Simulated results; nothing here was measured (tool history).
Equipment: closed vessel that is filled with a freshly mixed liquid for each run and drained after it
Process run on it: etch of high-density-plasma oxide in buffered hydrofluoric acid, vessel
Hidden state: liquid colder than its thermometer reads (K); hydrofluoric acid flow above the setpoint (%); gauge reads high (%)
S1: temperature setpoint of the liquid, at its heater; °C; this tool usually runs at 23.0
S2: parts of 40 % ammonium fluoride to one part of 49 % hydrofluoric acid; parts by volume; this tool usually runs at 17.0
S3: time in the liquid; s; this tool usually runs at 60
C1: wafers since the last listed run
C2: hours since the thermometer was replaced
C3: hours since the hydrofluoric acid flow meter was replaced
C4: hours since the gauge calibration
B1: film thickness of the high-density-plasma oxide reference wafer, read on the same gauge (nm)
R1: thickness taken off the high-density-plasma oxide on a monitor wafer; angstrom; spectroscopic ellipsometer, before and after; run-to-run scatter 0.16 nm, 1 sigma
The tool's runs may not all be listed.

{"run": 1, "day": 0.0, "S1": 23.0, "S2": 17.0, "S3": 80, "C1": 0, "C2": 2167.9, "C3": 845.9, "C4": 2198.1, "B1": 149.98, "R1": 536.4}
{"run": 2, "day": 3.479, "S1": 23.0, "S2": 17.0, "S3": 60, "C1": 8279, "C2": 2251.4, "C3": 929.4, "C4": 2281.6, "B1": 150.03, "R1": 402.9}
{"run": 3, "day": 5.658, "S1": 23.0, "S2": 17.0, "S3": 60, "C1": 5185, "C2": 2303.7, "C3": 981.7, "C4": 2333.9, "B1": 150.03, "R1": 402.8}
{"run": 4, "day": 7.858, "S1": 23.0, "S2": 17.0, "S3": 60, "C1": 5235, "C2": 2356.5, "C3": 1034.5, "C4": 2386.7, "B1": 149.96, "R1": 399.5}
{"run": 5, "day": 11.017, "S1": 23.0, "S2": 17.0, "S3": 60, "C1": 7516, "C2": 2432.3, "C3": 1110.3, "C4": 2462.5, "B1": 149.98, "R1": 401.5}
{"run": 6, "day": 14.708, "S1": 23.0, "S2": 17.0, "S3": 60, "C1": 8785, "C2": 2520.9, "C3": 1198.9, "C4": 2551.1, "B1": 149.95, "R1": 403.0}
{"run": 7, "day": 17.396, "S1": 23.0, "S2": 17.0, "S3": 60, "C1": 6395, "C2": 2585.4, "C3": 1263.4, "C4": 2615.6, "B1": 149.98, "R1": 401.6}
{"run": 8, "day": 19.229, "S1": 23.0, "S2": 17.0, "S3": 60, "C1": 4362, "C2": 2629.4, "C3": 1307.4, "C4": 2659.6, "B1": 149.98, "R1": 401.2}
{"run": 9, "day": 27.462, "S1": 20.5, "S2": 11.5, "S3": 60, "C1": 19593, "C2": 2827.0, "C3": 1505.0, "C4": 2857.2, "B1": 150.0, "R1": 516.3}
{"day": 29.504, "done": "thermometer replaced"}
{"run": 10, "day": 30.188, "S1": 20.5, "S2": 11.5, "S3": 60, "C1": 6385, "C2": 16.4, "C3": 1570.4, "C4": 2922.6, "B1": 150.0, "R1": 522.7}
{"day": 30.229, "done": "gauge calibrated"}
{"run": 11, "day": 32.162, "S1": 23.0, "S2": 17.0, "S3": 60, "C1": 4700, "C2": 63.8, "C3": 1617.8, "C4": 46.4, "B1": 149.98, "R1": 411.3}
{"run": 12, "day": 34.629, "S1": 23.0, "S2": 17.0, "S3": 60, "C1": 5870, "C2": 123.0, "C3": 1677.0, "C4": 105.6, "B1": 150.0, "R1": 408.3}
{"run": 13, "day": 37.842, "S1": 23.0, "S2": 17.0, "S3": 60, "C1": 7645, "C2": 200.1, "C3": 1754.1, "C4": 182.7, "B1": 150.0, "R1": 406.4}
{"run": 14, "day": 39.508, "S1": 23.0, "S2": 20.0, "S3": 60, "C1": 3966, "C2": 240.1, "C3": 1794.1, "C4": 222.7, "B1": 150.01, "R1": 346.7}
{"run": 15, "day": 42.342, "S1": 23.0, "S2": 20.0, "S3": 60, "C1": 6742, "C2": 308.1, "C3": 1862.1, "C4": 290.7, "B1": 150.0, "R1": 350.6}
{"run": 16, "day": 46.842, "S1": 18.5, "S2": 17.0, "S3": 85, "C1": 10709, "C2": 416.1, "C3": 1970.1, "C4": 398.7, "B1": 150.03, "R1": 450.2}
{"run": 17, "day": 50.375, "S1": 21.0, "S2": 14.5, "S3": 90, "C1": 8408, "C2": 500.9, "C3": 2054.9, "C4": 483.5, "B1": 150.01, "R1": 639.7}
{"run": 18, "day": 54.071, "S1": 20.5, "S2": 11.5, "S3": 60, "C1": 8795, "C2": 589.6, "C3": 2143.6, "C4": 572.2, "B1": 149.98, "R1": 519.8}
{"run": 19, "day": 56.904, "S1": 23.0, "S2": 11.0, "S3": 90, "C1": 6742, "C2": 657.6, "C3": 2211.6, "C4": 640.2, "B1": 149.93, "R1": 933.2}
{"run": 20, "day": 59.646, "S1": 23.0, "S2": 17.0, "S3": 70, "C1": 6524, "C2": 723.4, "C3": 2277.4, "C4": 706.0, "B1": 150.02, "R1": 478.1}
{"run": 21, "day": 61.408, "S1": 19.5, "S2": 17.0, "S3": 70, "C1": 4194, "C2": 765.7, "C3": 2319.7, "C4": 748.3, "B1": 149.99, "R1": 391.8}
{"run": 22, "day": 65.671, "S1": 23.0, "S2": 17.0, "S3": 60, "C1": 10143, "C2": 868.0, "C3": 2422.0, "C4": 850.6, "B1": 150.04, "R1": 403.3}
{"day": 67.846, "done": "hydrofluoric acid flow meter replaced"}
{"run": 23, "day": 69.117, "S1": 23.0, "S2": 17.0, "S3": 30, "C1": 8101, "C2": 950.7, "C3": 30.5, "C4": 933.3, "B1": 150.01, "R1": 202.4}
{"run": 24, "day": 71.346, "S1": 23.0, "S2": 17.0, "S3": 60, "C1": 5304, "C2": 1004.2, "C3": 84.0, "C4": 986.8, "B1": 149.99, "R1": 404.9}
{"run": 25, "day": 74.5, "S1": 20.5, "S2": 17.0, "S3": 70, "C1": 7506, "C2": 1079.9, "C3": 159.7, "C4": 1062.5, "B1": 149.99, "R1": 411.8}
{"run": 26, "day": 78.783, "S1": 19.5, "S2": 21.5, "S3": 90, "C1": 10193, "C2": 1182.7, "C3": 262.5, "C4": 1165.3, "B1": 150.03, "R1": 404.8}
{"run": 27, "day": 87.996, "S1": 21.0, "S2": 21.5, "S3": 85, "C1": 21923, "C2": 1403.8, "C3": 483.6, "C4": 1386.4, "B1": 150.0, "R1": 419.5}
{"run": 28, "day": 92.379, "S1": 23.0, "S2": 17.0, "S3": 60, "C1": 10431, "C2": 1509.0, "C3": 588.8, "C4": 1491.6, "B1": 149.96, "R1": 404.8}
{"run": 29, "day": 94.762, "S1": 27.5, "S2": 17.0, "S3": 60, "C1": 5671, "C2": 1566.2, "C3": 646.0, "C4": 1548.8, "B1": 149.98, "R1": 517.6}
{"run": 30, "day": 97.688, "S1": 23.0, "S2": 17.0, "S3": 95, "C1": 6960, "C2": 1636.4, "C3": 716.2, "C4": 1619.0, "B1": 149.98, "R1": 638.2}
{"run": 31, "day": 100.817, "S1": 26.0, "S2": 19.5, "S3": 35, "C1": 7446, "C2": 1711.5, "C3": 791.3, "C4": 1694.1, "B1": 150.05, "R1": 241.4}
{"run": 32, "day": 102.654, "S1": 23.0, "S2": 17.0, "S3": 60, "C1": 4372, "C2": 1755.6, "C3": 835.4, "C4": 1738.2, "B1": 149.97, "R1": 405.0}

For some of the steps in R1 from one run to the next: how much would appear even if the tool had no hidden state, given the settings, what came in and random variation, and how much remains for the hidden state plus any gauge scatter that the measured result and the result without hidden state don't share?
Run 8 -> 9: S1 23.0 -> 20.5, S2 17.0 -> 11.5. R1 +115.1 angstrom: hidden state -3.8, all else +118.9.
Run 9 -> 10: thermometer replaced. R1 +6.4 angstrom: hidden state +11.1, all else -4.7.
Run 18 -> 19: S1 20.5 -> 23.0, S2 11.5 -> 11.0, S3 60 -> 90. R1 +413.4 angstrom: hidden state -3.8, all else +417.2.
Run 19 -> 20: S2 11.0 -> 17.0, S3 90 -> 70. R1 -455.1 angstrom: hidden state +3.7, all else -458.8.
Run 30 -> 31: S1 23.0 -> 26.0, S2 17.0 -> 19.5, S3 95 -> 35. R1 -396.8 angstrom: hidden state +6.6, all else -403.4.

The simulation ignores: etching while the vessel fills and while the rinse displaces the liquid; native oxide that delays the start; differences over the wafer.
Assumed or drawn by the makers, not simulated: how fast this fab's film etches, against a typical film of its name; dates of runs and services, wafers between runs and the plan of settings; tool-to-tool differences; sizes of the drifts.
